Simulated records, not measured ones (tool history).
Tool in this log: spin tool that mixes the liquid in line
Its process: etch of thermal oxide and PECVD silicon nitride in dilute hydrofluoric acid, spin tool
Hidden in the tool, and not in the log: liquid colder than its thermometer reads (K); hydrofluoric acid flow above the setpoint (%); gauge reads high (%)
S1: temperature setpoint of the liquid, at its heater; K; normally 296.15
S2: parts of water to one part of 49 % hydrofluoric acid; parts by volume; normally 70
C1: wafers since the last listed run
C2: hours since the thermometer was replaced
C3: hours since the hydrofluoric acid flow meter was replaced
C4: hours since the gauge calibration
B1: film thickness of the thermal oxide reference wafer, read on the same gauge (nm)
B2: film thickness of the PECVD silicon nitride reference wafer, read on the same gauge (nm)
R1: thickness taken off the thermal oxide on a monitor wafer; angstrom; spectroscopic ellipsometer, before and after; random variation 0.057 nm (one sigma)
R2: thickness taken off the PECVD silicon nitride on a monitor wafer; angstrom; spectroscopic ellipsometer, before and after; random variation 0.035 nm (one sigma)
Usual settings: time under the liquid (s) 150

Run 1, hour 0.0: usual settings but S1 300.15 K; C1 0; C2 547.3; C3 358.6; C4 218.3; B1 109.96; B2 89.984. Result: R1 129.6 angstrom, R2 61.41 angstrom.
Run 2, hour 14.4: usual settings but S2 60 parts by volume, time under the liquid (s) 90; C1 96; C2 561.7; C3 373.0; C4 232.7; B1 109.98; B2 90.030. Result: R1 78.2 angstrom, R2 32.89 angstrom.
Run 3, hour 26.9: usual settings; C1 83; C2 574.2; C3 385.5; C4 245.2; B1 110.01; B2 90.036. Result: R1 110.9 angstrom, R2 47.15 angstrom.
Run 4, hour 36.2: usual settings; C1 62; C2 583.5; C3 394.8; C4 254.5; B1 110.01; B2 90.024. Result: R1 110.5 angstrom, R2 48.17 angstrom.
At hour 50.6: thermometer replaced.
Run 5, hour 51.1: usual settings; C1 93; C2 0.5; C3 409.7; C4 269.4; B1 109.98; B2 89.994. Result: R1 110.2 angstrom, R2 48.12 angstrom.
Run 6, hour 64.7: usual settings; C1 91; C2 14.1; C3 423.3; C4 283.0; B1 110.00; B2 90.016. Result: R1 110.8 angstrom, R2 48.06 angstrom.
Run 7, hour 78.1: usual settings; C1 89; C2 27.5; C3 436.7; C4 296.4; B1 110.01; B2 89.986. Result: R1 111.3 angstrom, R2 48.33 angstrom.
Run 8, hour 91.0: usual settings; C1 86; C2 40.4; C3 449.6; C4 309.3; B1 110.00; B2 90.013. Result: R1 111.3 angstrom, R2 47.79 angstrom.
Run 9, hour 102.1: usual settings; C1 74; C2 51.5; C3 460.7; C4 320.4; B1 109.97; B2 89.987. Result: R1 111.7 angstrom, R2 47.87 angstrom.
Run 10, hour 112.4: usual settings; C1 69; C2 61.8; C3 471.0; C4 330.7; B1 109.99; B2 90.020. Result: R1 110.4 angstrom, R2 47.77 angstrom.
Run 11, hour 128.4: usual settings but S1 300.65 K, time under the liquid (s) 210; C1 107; C2 77.8; C3 487.0; C4 346.7; B1 110.00; B2 89.959. Result: R1 185.8 angstrom, R2 89.24 angstrom.
Run 12, hour 135.3: usual settings; C1 46; C2 84.7; C3 493.9; C4 353.6; B1 109.97; B2 89.990. Result: R1 112.0 angstrom, R2 47.69 angstrom.
Run 13, hour 149.6: usual settings but S1 291.65 K, S2 95 parts by volume, time under the liquid (s) 200; C1 95; C2 99.0; C3 508.2; C4 367.9; B1 109.95; B2 90.007. Result: R1 88.8 angstrom, R2 35.58 angstrom.
At hour 150.9: gauge calibrated.
Run 14, hour 180.3: usual settings but S1 292.65 K, S2 80 parts by volume, time under the liquid (s) 105; C1 205; C2 129.7; C3 538.9; C4 29.4; B1 110.03; B2 89.992. Result: R1 58.7 angstrom, R2 23.23 angstrom.
Run 15, hour 188.0: usual settings but S1 292.15 K, S2 40 parts by volume, time under the liquid (s) 110; C1 51; C2 137.4; C3 546.6; C4 37.1; B1 109.99; B2 89.991. Result: R1 126.7 angstrom, R2 46.62 angstrom.
At hour 196.2: hydrofluoric acid flow meter replaced.
Run 16, hour 202.7: usual settings; C1 91; C2 152.1; C3 6.5; C4 51.8; B1 109.97; B2 89.972. Result: R1 107.2 angstrom, R2 46.28 angstrom.
Run 17, hour 219.8: usual settings but S1 291.65 K; C1 114; C2 169.2; C3 23.6; C4 68.9; B1 110.01; B2 90.009. Result: R1 88.8 angstrom, R2 33.97 angstrom.
Run 18, hour 237.8: usual settings but time under the liquid (s) 110; C1 120; C2 187.2; C3 41.6; C4 86.9; B1 109.99; B2 89.988. Result: R1 78.3 angstrom, R2 33.79 angstrom.
Run 19, hour 255.1: usual settings but S1 292.65 K, S2 90 parts by volume; C1 116; C2 204.5; C3 58.9; C4 104.2; B1 110.01; B2 89.991. Result: R1 70.2 angstrom, R2 28.54 angstrom.
Run 20, hour 271.2: usual settings but S1 300.65 K, S2 95 parts by volume; C1 108; C2 220.6; C3 75.0; C4 120.3; B1 109.99; B2 89.959. Result: R1 91.5 angstrom, R2 46.26 angstrom.
Run 21, hour 288.9: usual settings but S1 297.65 K, S2 45 parts by volume, time under the liquid (s) 175; C1 118; C2 238.3; C3 92.7; C4 138.0; B1 110.00; B2 90.006. Result: R1 212.7 angstrom, R2 92.31 angstrom.
Run 22, hour 296.9: usual settings but S1 297.65 K; C1 53; C2 246.3; C3 100.7; C4 146.0; B1 109.95; B2 89.987. Result: R1 113.3 angstrom, R2 51.27 angstrom.
Run 23, hour 313.5: usual settings; C1 111; C2 262.9; C3 117.3; C4 162.6; B1 110.05; B2 89.974. Result: R1 109.0 angstrom, R2 46.93 angstrom.
Run 24, hour 325.4: usual settings; C1 79; C2 274.8; C3 129.2; C4 174.5; B1 110.03; B2 90.007. Result: R1 108.1 angstrom, R2 46.91 angstrom.
Run 25, hour 341.8: usual settings; C1 110; C2 291.2; C3 145.6; C4 190.9; B1 109.95; B2 89.991. Result: R1 107.6 angstrom, R2 47.57 angstrom.
Run 26, hour 349.9: usual settings but S1 300.15 K, S2 100 parts by volume, time under the liquid (s) 235; C1 54; C2 299.3; C3 153.7; C4 199.0; B1 110.01; B2 89.997. Result: R1 135.5 angstrom, R2 65.91 angstrom.
Run 27, hour 399.1: usual settings; C1 330; C2 348.5; C3 202.9; C4 248.2; B1 110.00; B2 90.015. Result: R1 107.2 angstrom, R2 47.15 angstrom.

Per-run results on a tool with no hidden state, each run keeping its own random variation:
run     R1     R2
  1  124.7  59.30
  2   75.2  31.73
  3  106.5  45.44
  4  105.9  46.38
  5  105.6  46.28
  6  106.0  46.16
  7  106.3  46.36
  8  106.2  45.79
  9  106.5  45.83
 10  105.1  45.69
 11  176.5  85.20
 12  106.4  45.53
 13   84.1  33.93
 14   55.5  22.10
 15  119.9  44.33
 16  106.5  46.03
 17   88.1  33.74
 18   77.5  33.51
 19   69.5  28.26
 20   90.3  45.72
 21  209.7  91.13
 22  111.6  50.57
 23  107.1  46.22
 24  106.1  46.15
 25  105.5  46.73
 26  132.7  64.68
 27  104.5  46.09

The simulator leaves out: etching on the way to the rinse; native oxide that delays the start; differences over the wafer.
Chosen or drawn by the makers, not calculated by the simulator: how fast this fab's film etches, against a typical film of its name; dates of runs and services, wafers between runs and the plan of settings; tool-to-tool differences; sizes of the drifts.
